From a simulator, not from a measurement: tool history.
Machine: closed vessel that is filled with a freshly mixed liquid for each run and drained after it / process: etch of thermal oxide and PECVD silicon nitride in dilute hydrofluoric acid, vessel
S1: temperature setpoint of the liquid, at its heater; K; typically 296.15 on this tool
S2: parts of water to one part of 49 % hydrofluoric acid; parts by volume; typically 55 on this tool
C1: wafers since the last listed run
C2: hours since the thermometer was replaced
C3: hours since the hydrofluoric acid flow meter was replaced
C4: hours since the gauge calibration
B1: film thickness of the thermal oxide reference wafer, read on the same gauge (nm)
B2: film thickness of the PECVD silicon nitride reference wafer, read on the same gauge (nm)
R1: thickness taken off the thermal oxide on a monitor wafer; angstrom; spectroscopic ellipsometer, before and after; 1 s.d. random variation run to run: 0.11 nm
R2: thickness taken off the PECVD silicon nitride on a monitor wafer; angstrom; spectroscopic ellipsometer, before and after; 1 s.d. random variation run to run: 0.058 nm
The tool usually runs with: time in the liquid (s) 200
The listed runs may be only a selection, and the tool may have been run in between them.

run 1 day=0 | S1=296.15 S2=55 time_in_the_liquid_(s)=200 | C1=0 C2=1859.5 C3=330.2 C4=1026 | B1=140 B2=150 | R1=197.4 R2=113.3
-- day=0.083 thermometer replaced
run 2 day=0.938 | S1=301.15 S2=35 time_in_the_liquid_(s)=255 | C1=2414 C2=20.5 C3=352.7 C4=1048.5 | B1=140 B2=149.96 | R1=483.8 R2=295
run 3 day=2.4 | S1=296.15 S2=55 time_in_the_liquid_(s)=200 | C1=3942 C2=55.6 C3=387.8 C4=1083.6 | B1=140 B2=150 | R1=192.9 R2=106
-- day=3.592 gauge calibrated
run 4 day=3.879 | S1=292.65 S2=45 time_in_the_liquid_(s)=200 | C1=3987 C2=91.1 C3=423.3 C4=6.9 | B1=140.03 B2=149.97 | R1=206 R2=102.5
run 5 day=4.825 | S1=296.15 S2=65 time_in_the_liquid_(s)=295 | C1=2549 C2=113.8 C3=446 C4=29.6 | B1=140.01 B2=149.98 | R1=238 R2=134.3
run 6 day=5.75 | S1=297.65 S2=35 time_in_the_liquid_(s)=250 | C1=2493 C2=136 C3=468.2 C4=51.8 | B1=140 B2=150.03 | R1=411.9 R2=229.8
run 7 day=7.304 | S1=299.65 S2=55 time_in_the_liquid_(s)=200 | C1=4189 C2=173.3 C3=505.5 C4=89.1 | B1=140 B2=150.05 | R1=223.9 R2=134.8
run 8 day=8.379 | S1=296.15 S2=55 time_in_the_liquid_(s)=200 | C1=2897 C2=199.1 C3=531.3 C4=114.9 | B1=140 B2=150.05 | R1=194.6 R2=107.3
run 9 day=9.075 | S1=296.15 S2=55 time_in_the_liquid_(s)=200 | C1=1875 C2=215.8 C3=548 C4=131.6 | B1=140 B2=150.02 | R1=195.2 R2=107.8
-- day=10.279 hydrofluoric acid flow meter replaced
run 10 day=10.3 | S1=293.65 S2=75 time_in_the_liquid_(s)=230 | C1=3190 C2=245.2 C3=0.5 C4=161 | B1=140 B2=149.99 | R1=142.4 R2=75.6
run 11 day=11.158 | S1=296.15 S2=55 time_in_the_liquid_(s)=200 | C1=2313 C2=265.8 C3=21.1 C4=181.6 | B1=140 B2=149.98 | R1=190.8 R2=105.4
run 12 day=11.904 | S1=291.15 S2=55 time_in_the_liquid_(s)=200 | C1=2010 C2=283.7 C3=39 C4=199.5 | B1=139.99 B2=149.97 | R1=156.1 R2=76
run 13 day=13.029 | S1=296.15 S2=55 time_in_the_liquid_(s)=200 | C1=3032 C2=310.7 C3=66 C4=226.5 | B1=140.01 B2=149.97 | R1=192.8 R2=107.8
run 14 day=13.788 | S1=300.15 S2=55 time_in_the_liquid_(s)=200 | C1=2044 C2=328.9 C3=84.2 C4=244.7 | B1=140.02 B2=149.97 | R1=226.8 R2=138.7
run 15 day=14.579 | S1=296.15 S2=55 time_in_the_liquid_(s)=200 | C1=2134 C2=347.9 C3=103.2 C4=263.7 | B1=139.96 B2=149.94 | R1=192.5 R2=108.2
run 16 day=15.338 | S1=292.65 S2=45 time_in_the_liquid_(s)=110 | C1=2044 C2=366.1 C3=121.4 C4=281.9 | B1=140.01 B2=150.04 | R1=112.9 R2=56.5
run 17 day=16.196 | S1=296.15 S2=55 time_in_the_liquid_(s)=200 | C1=2313 C2=386.7 C3=142 C4=302.5 | B1=139.99 B2=149.99 | R1=193.2 R2=107.6
run 18 day=17.438 | S1=297.65 S2=40 time_in_the_liquid_(s)=200 | C1=3347 C2=416.5 C3=171.8 C4=332.3 | B1=140 B2=150 | R1=290.5 R2=162.2
run 19 day=18.183 | S1=293.65 S2=55 time_in_the_liquid_(s)=200 | C1=2010 C2=434.4 C3=189.7 C4=350.2 | B1=140 B2=150 | R1=175.8 R2=91.6
run 20 day=19.292 | S1=291.65 S2=25 time_in_the_liquid_(s)=140 | C1=2987 C2=461 C3=216.3 C4=376.8 | B1=139.99 B2=149.98 | R1=256.8 R2=118.9
run 21 day=20.75 | S1=296.15 S2=25 time_in_the_liquid_(s)=310 | C1=3931 C2=496 C3=251.3 C4=411.8 | B1=140.01 B2=150.07 | R1=687.7 R2=362.5
run 22 day=21.267 | S1=296.15 S2=55 time_in_the_liquid_(s)=200 | C1=1392 C2=508.4 C3=263.7 C4=424.2 | B1=139.98 B2=150.03 | R1=194.8 R2=109.4
run 23 day=22.379 | S1=299.65 S2=55 time_in_the_liquid_(s)=245 | C1=2999 C2=535.1 C3=290.4 C4=450.9 | B1=139.99 B2=149.97 | R1=276.5 R2=168
run 24 day=23.412 | S1=296.15 S2=55 time_in_the_liquid_(s)=200 | C1=2785 C2=559.9 C3=315.2 C4=475.7 | B1=140 B2=150.07 | R1=197.9 R2=108.6

Some steps in R1 between neighbouring runs. How much of each would the tool show without its hidden state too (settings, what came in, random variation), and how much is left for the hidden state, with any gauge scatter that isn't in both results?
The tool's hidden condition here consists of: liquid hotter than its thermometer reads (K); hydrofluoric acid flow above the setpoint (%); gauge reads high (%).
Run 20 -> 21: S1 291.65 -> 296.15, time in the liquid (s) 140 -> 310. R1 +430.9 angstrom: hidden state +20.1, all else +410.8.
Run 21 -> 22: S2 25 -> 55, time in the liquid (s) 310 -> 200. R1 -492.9 angstrom: hidden state -22.1, all else -470.8.
